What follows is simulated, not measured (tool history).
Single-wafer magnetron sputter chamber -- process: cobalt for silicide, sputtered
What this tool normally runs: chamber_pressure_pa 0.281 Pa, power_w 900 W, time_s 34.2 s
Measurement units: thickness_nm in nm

run,hour,chamber_pressure_pa,power_w,time_s,wafers since the last listed run,wafers on the sputter target,hours since the last manometer calibration,hours since the magnet pack was replaced,hours since the gauge calibration,"read-back reference wafer on the same gauge, thickness_nm",thickness_nm
1,0,0.281,900,34.2,0,213,1879.2,6316.7,53.3,14.898,18.195
2,21.9,0.281,900,34.2,384,597,1901.1,6338.6,75.2,14.902,18.168
3,39.4,0.281,900,34.2,307,904,1918.6,6356.1,92.7,14.896,18.125
4,56.1,0.281,900,34.2,292,1197,1935.3,6372.8,109.4,14.893,18.108
5,78.6,0.281,900,34.2,394,1592,1957.8,6395.3,131.9,14.902,18.117
6,101.5,0.281,900,34.2,401,1993,1980.7,6418.2,154.8,14.901,18.084
7,128.6,0.228,800,34.2,475,2469,2007.8,6445.3,181.9,14.897,16.261
8,147.3,0.281,900,34.2,328,2797,2026.5,6464,200.6,14.896,17.977
9,181.5,0.281,900,34.2,599,3397,2060.7,6498.2,234.8,14.902,17.961
10,216,0.281,900,34.2,605,4002,2095.2,6532.7,269.3,14.905,17.866
# hour 224.4: sputter target and shields replaced
11,251.1,0.281,900,34.2,475,469,2130.3,6567.8,304.4,14.906,18.179
# hour 268.4: capacitance manometer re-zeroed and calibrated
12,268.9,0.281,900,34.2,171,641,0.5,6585.6,322.2,14.896,17.886
13,295.8,0.281,900,34.2,471,1112,27.4,6612.5,349.1,14.906,17.834
14,331.2,0.281,900,34.2,621,1734,62.8,6647.9,384.5,14.896,17.817
15,363.6,0.281,800,38.3,568,2302,95.2,6680.3,416.9,14.895,17.699
16,466.9,0.171,900,28,1812,4114,198.5,6783.6,520.2,14.899,15.017
# hour 503.6: sputter target and shields replaced
17,567.8,0.281,900,28.8,1629,1126,299.4,6884.5,621.1,14.9,15.105
18,579.9,0.281,1100,34.2,212,1338,311.5,6896.6,633.2,14.895,21.873
19,593.2,0.384,900,34.2,233,1571,324.8,6909.9,646.5,14.896,17.398
# hour 619.8: magnet pack replaced
20,620.3,0.281,800,34.2,335,1906,351.9,0.5,673.6,14.899,15.889
21,639.3,0.281,900,34.2,333,2240,370.9,19.5,692.6,14.904,17.89
22,653.5,0.211,900,31.7,249,2489,385.1,33.7,706.8,14.896,16.852
23,685.8,0.176,900,34.2,566,3055,417.4,66,739.1,14.899,18.348
# hour 718.3: sputter target and shields replaced
24,718.8,0.281,700,29.6,438,9,450.4,99,772.1,14.894,12.171
25,744.7,0.187,800,34.2,454,463,476.3,124.9,798,14.902,16.455
26,779.8,0.235,1000,39.9,615,1079,511.4,160,833.1,14.898,23.653
27,791.8,0.171,900,40.1,210,1290,523.4,172,845.1,14.898,21.822
# hour 798.9: gauge calibrated
28,814.9,0.197,800,28.8,405,1695,546.5,195.1,16,14.894,13.789
29,835.3,0.281,900,34.2,357,2053,566.9,215.5,36.4,14.9,17.935
30,900.8,0.171,1000,40,1149,3202,632.4,281,101.9,14.901,23.991
31,916.2,0.281,900,34.2,270,3472,647.8,296.4,117.3,14.901,17.809
32,951.3,0.246,700,37.3,615,4088,682.9,331.5,152.4,14.896,15.255
33,985.9,0.216,1000,37.8,606,4695,717.5,366.1,187,14.897,22.282
# hour 1001: sputter target and shields replaced
34,1006.1,0.281,900,38.7,214,88,737.7,386.3,207.2,14.903,20.448
35,1022.5,0.348,850,31.6,287,376,754.1,402.7,223.6,14.892,15.407
36,1053,0.171,1000,40,535,911,784.6,433.2,254.1,14.902,24.109

Hidden state at the last listed run before each entry between runs and at the first one after, where it differs:
In the gap between runs 10 and 11: sputter target and shields replaced (hour 224.4)
  deposition rate above that of a new target (%): -1.98 -> -0.335
  measured minus no-state result, thickness_nm: -0.097 -> +0.204 nm
In the gap between runs 11 and 12: capacitance manometer re-zeroed and calibrated (hour 268.4)
  deposition rate above that of a new target (%): -0.335 -> -0.47; true argon pressure above the setpoint (%): -15.9 -> 1.13
  measured minus no-state result, thickness_nm: +0.204 -> -0.103 nm
In the gap between runs 16 and 17: sputter target and shields replaced (hour 503.6)
  deposition rate above that of a new target (%): -1.98 -> -0.687; true argon pressure above the setpoint (%): -2.53 -> -4.05
  measured minus no-state result, thickness_nm: -0.282 -> -0.048 nm
In the gap between runs 19 and 20: magnet pack replaced (hour 619.8)
  deposition rate above that of a new target (%): -0.88 -> -1.09; true argon pressure above the setpoint (%): -4.4 -> -4.77
  measured minus no-state result, thickness_nm: -0.058 -> -0.104 nm
In the gap between runs 23 and 24: sputter target and shields replaced (hour 718.3)
  deposition rate above that of a new target (%): -1.58 -> -0.189; true argon pressure above the setpoint (%): -5.59 -> -5.98
  measured minus no-state result, thickness_nm: -0.236 -> +0.044 nm
In the gap between runs 27 and 28: gauge calibrated (hour 798.9)
  deposition rate above that of a new target (%): -0.744 -> -0.919; true argon pressure above the setpoint (%): -6.78 -> -7.02
  measured minus no-state result, thickness_nm: -0.082 -> -0.066 nm
In the gap between runs 33 and 34: sputter target and shields replaced (hour 1001)
  deposition rate above that of a new target (%): -2.22 -> -0.515; true argon pressure above the setpoint (%): -8.57 -> -8.74
  measured minus no-state result, thickness_nm: -0.368 -> +0.058 nm
